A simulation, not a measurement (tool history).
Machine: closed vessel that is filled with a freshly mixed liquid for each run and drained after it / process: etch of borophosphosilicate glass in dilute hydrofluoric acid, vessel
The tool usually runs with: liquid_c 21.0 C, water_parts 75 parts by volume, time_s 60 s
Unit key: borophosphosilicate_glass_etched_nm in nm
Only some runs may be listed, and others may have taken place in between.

run    hour  liquid_c  water_parts  time_s  wafers since the last listed run  hours since the thermometer was replaced  hours since the hydrofluoric acid flow meter was replaced  hours since the gauge calibration  read-back film thickness of the borophosphosilicate glass reference wafer, read on the same gauge (nm)  borophosphosilicate_glass_etched_nm
  1     0.0      23.0          105      60                                 0                                    2006.6                                                      547.6                              610.1                                                                                                   59.97                                43.29
  2    82.8      23.0          105      60                             10789                                    2089.4                                                      630.4                              692.9                                                                                                   60.05                                43.23
  3   185.3      23.0          105      60                             13356                                    2191.9                                                      732.9                              795.4                                                                                                   60.03                                43.26
  4   384.8      21.0           50      60                             25996                                    2391.4                                                      932.4                              994.9                                                                                                   60.00                                91.44
      407.4  -- gauge calibrated
  5   486.5      21.0           75      60                             13252                                    2493.1                                                     1034.1                               79.1                                                                                                   60.02                                59.15
  6   572.2      21.0           75      60                             11167                                    2578.8                                                     1119.8                              164.8                                                                                                   59.99                                59.56
      622.9  -- hydrofluoric acid flow meter replaced
  7   654.5      21.0           95      60                             10594                                    2661.1                                                       31.6                              247.1                                                                                                   59.98                                45.80
  8   753.3      21.0           45      60                             12874                                    2759.9                                                      130.4                              345.9                                                                                                   59.98                               102.94
  9   810.0      18.0           75      60                              7388                                    2816.6                                                      187.1                              402.6                                                                                                   60.00                                52.74
      843.7  -- thermometer replaced
 10   865.2      25.0           75      85                              7062                                      21.5                                                      242.3                              457.8                                                                                                   59.98                                90.59
 11   930.5      17.5          115      45                              8509                                      86.8                                                      307.6                              523.1                                                                                                   60.01                                22.16
 12  1013.1      23.0           75      35                             10763                                     169.4                                                      390.2                              605.7                                                                                                   60.00                                34.19
 13  1115.8      21.0           75      60                             13382                                     272.1                                                      492.9                              708.4                                                                                                   60.00                                54.14
 14  1162.4      21.0           85      90                              6072                                     318.7                                                      539.5                              755.0                                                                                                   60.06                                70.91
 15  1199.7      18.5           90      75                              4860                                     356.0                                                      576.8                              792.3                                                                                                   60.03                                50.04

A few steps of borophosphosilicate_glass_etched_nm between consecutive runs. Split each: what settings, incoming material and random variation would produce without the hidden state, and what is left over for the hidden state, along with gauge scatter present in only one of the two compared results (measured, and without hidden state):
Hidden conditions of the tool in this case: liquid hotter than its thermometer reads (K); hydrofluoric acid flow below the setpoint (%); gauge reads high (%).
Run 7 -> 8: water_parts 95 -> 45. borophosphosilicate_glass_etched_nm +57.14 nm: hidden state +5.77, all else +51.37.
Run 10 -> 11: liquid_c 25.0 -> 17.5, water_parts 75 -> 115, time_s 85 -> 45. borophosphosilicate_glass_etched_nm -68.43 nm: hidden state -0.12, all else -68.31.
